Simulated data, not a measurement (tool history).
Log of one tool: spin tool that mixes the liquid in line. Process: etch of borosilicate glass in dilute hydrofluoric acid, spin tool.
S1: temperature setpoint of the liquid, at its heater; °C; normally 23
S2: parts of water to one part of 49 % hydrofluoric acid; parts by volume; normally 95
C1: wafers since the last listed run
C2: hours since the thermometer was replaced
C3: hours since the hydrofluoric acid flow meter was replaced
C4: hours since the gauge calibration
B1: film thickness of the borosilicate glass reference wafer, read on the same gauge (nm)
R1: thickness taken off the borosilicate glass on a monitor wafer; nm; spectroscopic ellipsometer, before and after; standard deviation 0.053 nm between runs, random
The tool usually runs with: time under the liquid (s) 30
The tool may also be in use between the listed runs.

{"run": 1, "day": 0.0, "S1": 26.5, "S2": 95, "time under the liquid (s)": 30, "C1": 0, "C2": 839, "C3": 1239.7, "C4": 598.1, "B1": 109.95, "R1": 5.7}
{"run": 2, "day": 3.996, "S1": 26.5, "S2": 95, "time under the liquid (s)": 30, "C1": 899, "C2": 934.9, "C3": 1335.6, "C4": 694, "B1": 110.02, "R1": 5.57}
{"run": 3, "day": 5.25, "S1": 26.5, "S2": 95, "time under the liquid (s)": 30, "C1": 282, "C2": 965, "C3": 1365.7, "C4": 724.1, "B1": 110.04, "R1": 5.67}
{"run": 4, "day": 6.242, "S1": 21.5, "S2": 85, "time under the liquid (s)": 30, "C1": 223, "C2": 988.8, "C3": 1389.5, "C4": 747.9, "B1": 110, "R1": 5.22}
{"run": 5, "day": 7.192, "S1": 21.5, "S2": 85, "time under the liquid (s)": 30, "C1": 213, "C2": 1011.6, "C3": 1412.3, "C4": 770.7, "B1": 109.99, "R1": 5.2}
{"run": 6, "day": 8.554, "S1": 23, "S2": 95, "time under the liquid (s)": 45, "C1": 306, "C2": 1044.3, "C3": 1445, "C4": 803.4, "B1": 110, "R1": 7.32}
{"run": 7, "day": 9.817, "S1": 23, "S2": 95, "time under the liquid (s)": 45, "C1": 284, "C2": 1074.6, "C3": 1475.3, "C4": 833.7, "B1": 110.02, "R1": 7.29}
{"run": 8, "day": 10.95, "S1": 23, "S2": 95, "time under the liquid (s)": 45, "C1": 255, "C2": 1101.8, "C3": 1502.5, "C4": 860.9, "B1": 110, "R1": 7.15}
{"run": 9, "day": 11.504, "S1": 23, "S2": 95, "time under the liquid (s)": 30, "C1": 124, "C2": 1115.1, "C3": 1515.8, "C4": 874.2, "B1": 110, "R1": 4.88}
{"run": 10, "day": 12.788, "S1": 23, "S2": 95, "time under the liquid (s)": 40, "C1": 288, "C2": 1145.9, "C3": 1546.6, "C4": 905, "B1": 109.97, "R1": 6.43}
{"run": 11, "day": 13.721, "S1": 23, "S2": 95, "time under the liquid (s)": 30, "C1": 210, "C2": 1168.3, "C3": 1569, "C4": 927.4, "B1": 110, "R1": 4.85}
{"run": 12, "day": 14.892, "S1": 23, "S2": 95, "time under the liquid (s)": 30, "C1": 263, "C2": 1196.4, "C3": 1597.1, "C4": 955.5, "B1": 110.01, "R1": 4.84}
{"day": 15.167, "done": "gauge calibrated"}
{"run": 13, "day": 15.621, "S1": 23, "S2": 95, "time under the liquid (s)": 30, "C1": 164, "C2": 1213.9, "C3": 1614.6, "C4": 10.9, "B1": 109.98, "R1": 4.74}
{"day": 16.583, "done": "thermometer replaced"}
{"run": 14, "day": 16.938, "S1": 23, "S2": 110, "time under the liquid (s)": 30, "C1": 287, "C2": 8.5, "C3": 1646.2, "C4": 42.5, "B1": 110.02, "R1": 3.95}
{"run": 15, "day": 17.558, "S1": 23, "S2": 110, "time under the liquid (s)": 30, "C1": 139, "C2": 23.4, "C3": 1661.1, "C4": 57.4, "B1": 110, "R1": 4.05}
{"day": 18.567, "done": "hydrofluoric acid flow meter replaced"}
{"run": 16, "day": 18.804, "S1": 27.5, "S2": 70, "time under the liquid (s)": 40, "C1": 271, "C2": 53.3, "C3": 5.7, "C4": 87.3, "B1": 109.98, "R1": 12.24}
{"run": 17, "day": 22.933, "S1": 23, "S2": 95, "time under the liquid (s)": 30, "C1": 929, "C2": 152.4, "C3": 104.8, "C4": 186.4, "B1": 110.01, "R1": 5.51}
{"run": 18, "day": 23.725, "S1": 18, "S2": 75, "time under the liquid (s)": 30, "C1": 178, "C2": 171.4, "C3": 123.8, "C4": 205.4, "B1": 110.05, "R1": 5.63}
{"run": 19, "day": 24.279, "S1": 23, "S2": 95, "time under the liquid (s)": 30, "C1": 124, "C2": 184.7, "C3": 137.1, "C4": 218.7, "B1": 110.03, "R1": 5.48}
{"run": 20, "day": 25.554, "S1": 23, "S2": 95, "time under the liquid (s)": 30, "C1": 287, "C2": 215.3, "C3": 167.7, "C4": 249.3, "B1": 110.02, "R1": 5.49}
{"run": 21, "day": 26.696, "S1": 24.5, "S2": 55, "time under the liquid (s)": 30, "C1": 257, "C2": 242.7, "C3": 195.1, "C4": 276.7, "B1": 110.02, "R1": 10.37}
{"run": 22, "day": 27.946, "S1": 21, "S2": 60, "time under the liquid (s)": 35, "C1": 281, "C2": 272.7, "C3": 225.1, "C4": 306.7, "B1": 109.97, "R1": 9.75}
{"run": 23, "day": 28.483, "S1": 26.5, "S2": 95, "time under the liquid (s)": 30, "C1": 121, "C2": 285.6, "C3": 238, "C4": 319.6, "B1": 110.01, "R1": 6.12}
{"run": 24, "day": 29.65, "S1": 18, "S2": 95, "time under the liquid (s)": 30, "C1": 262, "C2": 313.6, "C3": 266, "C4": 347.6, "B1": 110.04, "R1": 4.33}
{"run": 25, "day": 30.529, "S1": 23, "S2": 80, "time under the liquid (s)": 30, "C1": 197, "C2": 334.7, "C3": 287.1, "C4": 368.7, "B1": 109.96, "R1": 6.51}
{"run": 26, "day": 31.838, "S1": 20, "S2": 95, "time under the liquid (s)": 40, "C1": 294, "C2": 366.1, "C3": 318.5, "C4": 400.1, "B1": 110.01, "R1": 6.4}
{"run": 27, "day": 32.783, "S1": 23, "S2": 95, "time under the liquid (s)": 30, "C1": 212, "C2": 388.8, "C3": 341.2, "C4": 422.8, "B1": 110.01, "R1": 5.36}
{"run": 28, "day": 34.258, "S1": 21, "S2": 95, "time under the liquid (s)": 20, "C1": 332, "C2": 424.2, "C3": 376.6, "C4": 458.2, "B1": 110.01, "R1": 3.25}
{"run": 29, "day": 35.133, "S1": 23, "S2": 80, "time under the liquid (s)": 15, "C1": 197, "C2": 445.2, "C3": 397.6, "C4": 479.2, "B1": 110.03, "R1": 3.2}
{"run": 30, "day": 35.9, "S1": 23, "S2": 145, "time under the liquid (s)": 30, "C1": 172, "C2": 463.6, "C3": 416, "C4": 497.6, "B1": 110.03, "R1": 3.27}

Run 31, settings as shown, results not yet in. Your forecast:
{"run": 31, "day": 37.288, "S1": 23, "S2": 140, "time under the liquid (s)": 30, "C1": 312, "C2": 496.9, "C3": 449.3, "C4": 530.9, "B1": "?", "R1": "?"}

{"run 31": {"B1": 110.01, "R1": 3.43}}
With the hidden condition absent and the run-to-run variation left alone, this run would have shown R1 3.57 nm.
